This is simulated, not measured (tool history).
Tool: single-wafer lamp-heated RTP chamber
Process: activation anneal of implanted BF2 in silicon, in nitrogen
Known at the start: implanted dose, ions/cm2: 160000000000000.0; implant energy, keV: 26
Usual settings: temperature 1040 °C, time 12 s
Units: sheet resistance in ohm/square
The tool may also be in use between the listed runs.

run,hour,temperature,time,"read-back reference wafer on the same gauge, sheet resistance",sheet resistance
1,0.0,1040,14,594.04,549.70
# hour 14.9: pyrometer window cleaned and pyrometer calibrated
2,48.2,1040,14,593.48,556.73
3,109.5,1040,12,592.01,552.14
# hour 172.4: reflector plate cleaned
# hour 281.9: pyrometer window cleaned and pyrometer calibrated
4,343.1,1040,12,587.08,551.97
5,435.1,1040,12,585.39,543.50
6,481.1,1040,12,584.41,545.65
7,549.8,1040,12,583.41,541.29
# hour 559.2: gauge calibrated
# hour 569.5: pyrometer window cleaned and pyrometer calibrated
8,597.3,1040,16,614.15,575.55
9,671.2,1040,16,613.59,569.93
10,709.2,1040,14,612.66,569.85
11,752.3,1040,10,611.45,568.93
12,830.1,1013,7,610.13,574.00
# hour 848.7: pyrometer window cleaned and pyrometer calibrated
13,944.0,1065,10,607.97,567.08
# hour 1005.5: reflector plate cleaned
14,1015.8,1030,7,605.92,571.21
15,1062.9,1040,10,604.99,567.93
16,1142.9,1032,12,604.45,564.69
# hour 1154.1: pyrometer window cleaned and pyrometer calibrated
17,1337.1,1058,7,599.57,558.27
18,1382.1,1040,12,599.22,559.40

5 ways to go on from here, each from the tool as it stands after run 18. What would each give?
A,1382.5,1015,12,?,?
B,1382.5,1049,15,?,?
C,1382.5,1061,17,?,?
D,1382.5,1016,19,?,?
E,1382.5,1021,8,?,?

run,"read-back reference wafer on the same gauge, sheet resistance",sheet resistance
A,600.24,555.27
B,600.24,551.18
C,600.24,548.44
D,600.24,552.90
E,600.24,556.45
Without the tool's hidden state the same runs would have given:
run,sheet resistance
A,568.83
B,564.64
C,561.83
D,566.41
E,570.04
